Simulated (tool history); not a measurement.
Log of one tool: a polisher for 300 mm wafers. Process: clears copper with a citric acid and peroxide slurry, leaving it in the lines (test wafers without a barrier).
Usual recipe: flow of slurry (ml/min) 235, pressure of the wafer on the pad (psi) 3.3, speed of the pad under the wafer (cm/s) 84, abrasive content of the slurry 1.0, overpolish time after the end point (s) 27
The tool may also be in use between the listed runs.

run	hour	flow of slurry (ml/min)	pressure of the wafer on the pad (psi)	speed of the pad under the wafer (cm/s)	abrasive content of the slurry	overpolish time after the end point (s)	wafers since the last listed run	wafers polished on this pad	hours since the slurry nozzle was cleaned	hours since the head pressure was calibrated	hours since the slurry blender was calibrated	incoming thickness of the incoming film, nm	time until the end point was called (s)	dishing of a wide line in a test structure (angstrom)
1	0.0	235	3.3	84	1.0	27	0	1137	226.5	602.0	121.4	337.1	135.0	443
2	28.9	235	3.3	84	1.0	27	235	1373	255.4	630.9	150.3	332.3	135.2	438
3	60.8	235	3.3	84	1.0	27	260	1633	287.3	662.8	182.2	340.8	139.7	454
# hour 98.9: slurry nozzle cleaned
4	124.1	220	3.3	84	1.1	27	508	2142	25.2	726.1	245.5	334.2	137.5	457
5	152.0	290	3.3	84	1.0	27	227	2369	53.1	754.0	273.4	332.1	134.7	459
# hour 157.7: worn pad replaced by a new one
6	189.9	290	3.3	84	1.0	27	276	263	91.0	791.9	311.3	329.8	134.6	461
# hour 227.6: slurry blender recalibrated
7	248.7	235	3.3	84	1.0	27	463	726	149.8	850.7	21.1	339.0	136.0	453
# hour 269.4: head pressure recalibrated
8	317.6	235	3.3	84	1.0	27	546	1273	218.7	48.2	90.0	332.2	136.3	457
9	368.6	235	3.3	84	1.0	27	416	1689	269.7	99.2	141.0	335.7	139.9	460
10	406.8	235	3.3	84	1.0	27	311	2001	307.9	137.4	179.2	336.9	139.4	441
# hour 472.7: slurry nozzle cleaned
# hour 509.4: worn pad replaced by a new one, of another model than before
11	549.5	235	3.3	84	1.0	27	1124	327	76.8	280.1	321.9	337.5	142.9	445
12	584.1	235	3.3	84	1.0	27	282	609	111.4	314.7	356.5	335.9	142.7	449
13	655.0	235	3.3	84	1.0	27	578	1188	182.3	385.6	427.4	333.6	142.9	434
# hour 664.2: slurry blender recalibrated
14	698.4	235	3.3	84	1.0	27	338	1526	225.7	429.0	34.2	335.0	134.6	460
15	763.1	235	4.0	84	1.0	27	528	2054	290.4	493.7	98.9	330.2	118.0	515
16	818.0	235	4.4	84	0.9	27	448	2502	345.3	548.6	153.8	334.0	113.1	533
# hour 835.9: slurry nozzle cleaned
17	864.4	235	3.3	76	1.0	13	370	2873	28.5	595.0	200.2	337.5	145.8	235
# hour 871.3: worn pad replaced by a new one
18	896.5	235	3.3	84	1.0	27	229	205	60.6	627.1	232.3	331.2	135.5	452
19	1038.2	235	3.3	84	1.0	27	1156	1362	202.3	768.8	374.0	332.7	137.6	449
# hour 1077.0: slurry blender recalibrated
20	1108.5	235	4.1	84	1.1	27	557	1920	272.6	839.1	31.5	334.6	116.5	526
# hour 1130.6: head pressure recalibrated
# hour 1152.2: worn pad replaced by a new one
21	1167.4	235	3.3	84	1.0	27	431	123	331.5	36.8	90.4	337.7	139.9	458
# hour 1183.0: slurry nozzle cleaned
22	1235.5	235	3.3	84	1.0	27	547	671	52.5	104.9	158.5	337.7	140.7	457
23	1281.6	235	4.2	84	1.0	17	376	1048	98.6	151.0	204.6	333.1	115.9	350
24	1331.4	235	3.3	114	1.1	27	406	1454	148.4	200.8	254.4	333.4	114.5	516
25	1388.2	235	4.1	84	1.1	27	463	1918	205.2	257.6	311.2	334.0	119.1	502
26	1438.2	235	4.5	84	0.7	27	408	2326	255.2	307.6	361.2	330.3	117.7	506
# hour 1467.9: slurry blender recalibrated
27	1509.3	235	2.6	66	1.0	27	564	2890	326.3	378.7	41.4	333.5	174.7	362
# hour 1515.2: worn pad replaced by a new one
# hour 1522.7: slurry nozzle cleaned
28	1559.4	180	3.3	84	1.1	33	368	352	36.7	428.8	91.5	337.2	141.7	514
29	1595.7	235	2.9	96	1.0	27	296	648	73.0	465.1	127.8	335.0	135.3	452

What if the next run were any one of these 3? Each begins from the tool's condition after run 29:
A	1596.2	235	3.3	56	1.0	27	4	653	73.5	465.6	128.3	337.7	?	?
B	1596.2	235	3.3	84	1.0	13	4	653	73.5	465.6	128.3	337.7	?	?
C	1596.2	235	3.0	108	1.0	27	4	653	73.5	465.6	128.3	337.7	?	?

run	time until the end point was called (s)	dishing of a wide line in a test structure (angstrom)
A	170.2	385
B	139.0	244
C	127.6	482
With the hidden condition removed and each run's random variation left untouched, the same runs would have given:
run	time until the end point was called (s)	dishing of a wide line in a test structure (angstrom)
A	167.0	391
B	136.4	248
C	125.3	489

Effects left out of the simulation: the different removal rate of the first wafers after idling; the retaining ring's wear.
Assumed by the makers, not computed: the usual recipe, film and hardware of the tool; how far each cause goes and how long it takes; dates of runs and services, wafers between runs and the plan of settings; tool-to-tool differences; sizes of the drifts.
